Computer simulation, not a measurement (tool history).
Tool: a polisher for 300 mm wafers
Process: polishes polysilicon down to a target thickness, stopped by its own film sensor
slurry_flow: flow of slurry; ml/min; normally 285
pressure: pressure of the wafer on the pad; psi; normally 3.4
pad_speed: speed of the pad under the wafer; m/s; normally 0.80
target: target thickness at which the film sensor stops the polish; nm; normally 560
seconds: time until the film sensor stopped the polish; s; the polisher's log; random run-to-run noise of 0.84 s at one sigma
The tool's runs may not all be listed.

run    hour  slurry_flow  pressure  pad_speed  target  incoming thickness of the incoming film, nm  seconds
  1     0.0          285       3.4       0.80     723                                       1276.6     69.9
  2    60.7          285       3.4       0.80     723                                       1283.8     74.3
       70.5  -- worn pad replaced by a new one
  3   102.2          285       3.4       0.80     560                                       1279.7     83.4
  4   135.6          285       3.4       0.80     560                                       1276.9     83.4
  5   191.6          285       3.4       0.80     560                                       1286.0     86.4
  6   234.7          285       3.4       0.80     560                                       1262.8     84.6
      262.8  -- slurry nozzle cleaned
  7   282.6          285       3.4       0.80     560                                       1284.3     86.6
  8   322.4          285       3.4       0.80     560                                       1299.2     91.7
      333.2  -- head pressure recalibrated
  9   367.3          360       3.4       0.80     693                                       1282.9     73.9
 10   411.6          360       3.4       0.80     693                                       1272.9     74.1
      430.8  -- worn pad replaced by a new one
 11   452.1          360       3.4       0.80     693                                       1285.4     67.1
 12   499.1          285       3.4       0.80     560                                       1266.9     83.0
 13   541.8          285       3.4       0.80     560                                       1258.7     83.0
 14   573.5          285       3.4       0.80     560                                       1289.3     87.9
 15   600.5          285       4.0       0.74     560                                       1289.9     83.7
      631.1  -- slurry nozzle cleaned
 16   671.5          285       4.0       0.74     560                                       1277.2     86.2
 17   709.4          285       4.0       0.74     560                                       1294.9     88.6
 18   763.6          285       3.4       0.80     560                                       1268.4     91.4
      835.8  -- worn pad replaced by a new one
 19   836.3          285       3.4       0.80     560                                       1279.3     87.0
 20   883.5          285       3.4       0.80     560                                       1264.9     81.7
 21   945.3          285       3.4       0.80     346                                       1289.7    112.9
      967.3  -- slurry nozzle cleaned
 22   972.0          355       2.2       0.80     419                                       1308.6    136.4
     1011.8  -- head pressure recalibrated
 23  1031.9          195       3.8       0.96     467                                       1282.3     79.3
 24  1061.3          320       2.5       0.80     320                                       1268.3    142.5
 25  1092.4          285       3.4       0.94     560                                       1304.5     79.3
 26  1130.1          285       4.4       0.80     340                                       1282.6     99.0
 27  1171.8          285       3.4       0.70     778                                       1292.2     77.6
 28  1239.4          285       3.4       0.80     560                                       1259.4     96.2
     1244.0  -- worn pad replaced by a new one
     1281.6  -- slurry nozzle cleaned
 29  1297.7          285       4.2       0.68     560                                       1294.5     89.2
 30  1504.9          230       3.4       0.80     725                                       1276.6     70.3
 31  1565.7          285       3.4       0.80     346                                       1282.1    123.2
 32  1620.2          380       3.4       0.80     479                                       1274.0    106.9
     1639.8  -- worn pad replaced by a new one
     1661.5  -- slurry nozzle cleaned
 33  1672.2          310       4.1       0.64     801                                       1255.1     57.7
     1706.9  -- head pressure recalibrated
 34  1717.1          255       3.4       0.80     467                                       1271.7     95.0
 35  1776.3          285       4.1       0.88     628                                       1273.9     61.8
 36  1815.5          325       3.4       0.80     749                                       1290.0     63.9

Run-by-run hidden state of the tool:
slurry flow missing at the pad, %: 0 on each run
deviation of the head's pressure from its setpoint, %: 0 on each run
H1: removal rate lost through wear of the pad, %
run     H1
  1   8.77
  2   12.3
  3  0.413
  4  0.694
  5    1.6
  6   2.66
  7   4.23
  8   5.83
  9   7.97
 10   10.4
 11  0.571
 12  0.936
 13    1.6
 14    2.3
 15   3.03
 16   5.56
 17   7.27
 18   10.1
 19   1.78
 20   1.98
 21   2.82
 22   3.39
 23   5.11
 24   6.19
 25   7.49
 26   9.29
 27   11.6
 28   15.9
 29   3.06
 30   8.72
 31   11.8
 32   15.1
 33   1.55
 34   1.98
 35   3.08
 36   4.14
